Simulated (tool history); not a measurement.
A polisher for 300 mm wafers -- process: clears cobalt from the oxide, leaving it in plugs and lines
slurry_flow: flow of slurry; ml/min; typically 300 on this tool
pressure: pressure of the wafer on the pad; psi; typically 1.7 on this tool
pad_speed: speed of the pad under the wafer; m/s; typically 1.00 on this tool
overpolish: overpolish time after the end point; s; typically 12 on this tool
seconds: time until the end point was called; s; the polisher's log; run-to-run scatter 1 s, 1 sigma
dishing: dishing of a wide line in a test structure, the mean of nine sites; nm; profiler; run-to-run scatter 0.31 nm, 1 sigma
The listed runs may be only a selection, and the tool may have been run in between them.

run,hour,slurry_flow,pressure,pad_speed,overpolish,"incoming thickness of the incoming film, nm",seconds,dishing
1,0.0,300,1.7,1.00,12,261.0,69.2,28.1
# hour 27.4: head pressure recalibrated
2,51.9,300,1.7,1.00,12,259.9,74.0,26.4
# hour 75.7: worn pad replaced by a new one
3,102.9,260,1.7,1.00,12,261.5,66.3,28.3
4,168.0,260,1.7,1.00,12,261.0,69.6,27.7
5,226.2,260,1.7,1.00,12,260.0,69.6,27.7
# hour 231.8: slurry nozzle cleaned
6,367.0,300,1.7,1.00,12,259.1,69.4,27.8
7,398.5,300,1.7,1.00,12,259.1,68.0,27.9
8,435.8,300,1.7,1.00,12,259.9,69.3,27.4
9,476.1,300,1.7,1.00,12,261.4,69.1,27.6
10,535.6,300,1.7,1.00,16,260.9,68.9,33.6
# hour 565.0: head pressure recalibrated
11,582.2,300,1.7,1.00,12,262.6,76.6,26.6
# hour 624.2: worn pad replaced by a new one
12,637.4,265,1.9,1.00,16,261.4,58.7,34.7
13,703.3,300,1.7,1.16,16,258.3,58.3,36.1
14,771.1,300,1.7,0.76,18,256.2,88.9,30.2
15,826.2,300,1.7,1.00,12,259.0,70.9,27.7
16,871.9,300,1.7,1.10,16,256.7,60.2,34.1
17,942.3,350,1.7,1.00,7,263.3,67.0,19.4
18,970.5,300,1.7,1.00,12,259.6,67.1,27.9
# hour 1043.4: slurry nozzle cleaned
19,1079.8,380,1.5,1.00,12,265.0,78.0,26.0
# hour 1105.3: head pressure recalibrated
# hour 1122.6: worn pad replaced by a new one
20,1123.1,300,2.2,1.00,12,262.9,52.0,32.8
21,1184.7,355,1.7,1.16,18,260.5,57.3,38.0
22,1243.8,300,1.7,1.00,19,262.9,71.6,36.1
23,1268.3,300,1.7,0.84,8,260.1,84.5,17.8
24,1302.4,370,1.7,1.00,12,262.5,71.5,27.9
25,1361.2,300,1.7,1.32,12,257.8,52.5,32.0
26,1391.0,300,1.7,1.00,12,258.0,70.1,27.7
27,1423.7,300,1.7,1.00,18,257.9,68.6,35.0
28,1474.1,300,1.7,1.00,12,262.7,70.1,27.6
29,1511.9,300,1.7,0.82,6,262.4,83.9,14.0
# hour 1660.5: worn pad replaced by a new one
# hour 1664.2: head pressure recalibrated
30,1707.9,300,1.4,1.00,12,262.1,82.6,25.4
31,1743.2,300,1.7,1.00,12,258.7,68.5,27.8
32,1801.8,375,1.7,1.00,12,261.4,68.2,28.6
33,1864.6,225,1.9,0.82,9,255.9,74.7,20.9
34,1920.6,375,1.7,1.22,12,262.4,54.9,31.5

Pick out some run-to-run changes in seconds. Of each, how much would a tool without hidden state show as well, from the settings, what came in and chance, and how much is left for the hidden state and any gauge scatter not in both results compared?
The tool's hidden condition here consists of: removal rate lost through wear of the pad, %; slurry flow missing at the pad, %; deviation of the head's pressure from its setpoint, %.
Run 2 -> 3: slurry_flow 300 -> 260, worn pad replaced by a new one. seconds -7.7 s: hidden state -8.2, all else +0.5.
Run 10 -> 11: overpolish 16 -> 12, head pressure recalibrated. seconds +7.7 s: hidden state +6.7, all else +1.0.
Run 11 -> 12: slurry_flow 300 -> 265, pressure 1.7 -> 1.9, overpolish 12 -> 16, worn pad replaced by a new one. seconds -17.9 s: hidden state -9.1, all else -8.8.
Run 13 -> 14: pad_speed 1.16 -> 0.76, overpolish 16 -> 18. seconds +30.6 s: hidden state +2.2, all else +28.4.
Run 19 -> 20: slurry_flow 380 -> 300, pressure 1.5 -> 2.2, head pressure recalibrated, worn pad replaced by a new one. seconds -26.0 s: hidden state -1.3, all else -24.7.
Run 33 -> 34: slurry_flow 225 -> 375, pressure 1.9 -> 1.7, pad_speed 0.82 -> 1.22, overpolish 9 -> 12. seconds -19.8 s: hidden state -0.9, all else -18.9.

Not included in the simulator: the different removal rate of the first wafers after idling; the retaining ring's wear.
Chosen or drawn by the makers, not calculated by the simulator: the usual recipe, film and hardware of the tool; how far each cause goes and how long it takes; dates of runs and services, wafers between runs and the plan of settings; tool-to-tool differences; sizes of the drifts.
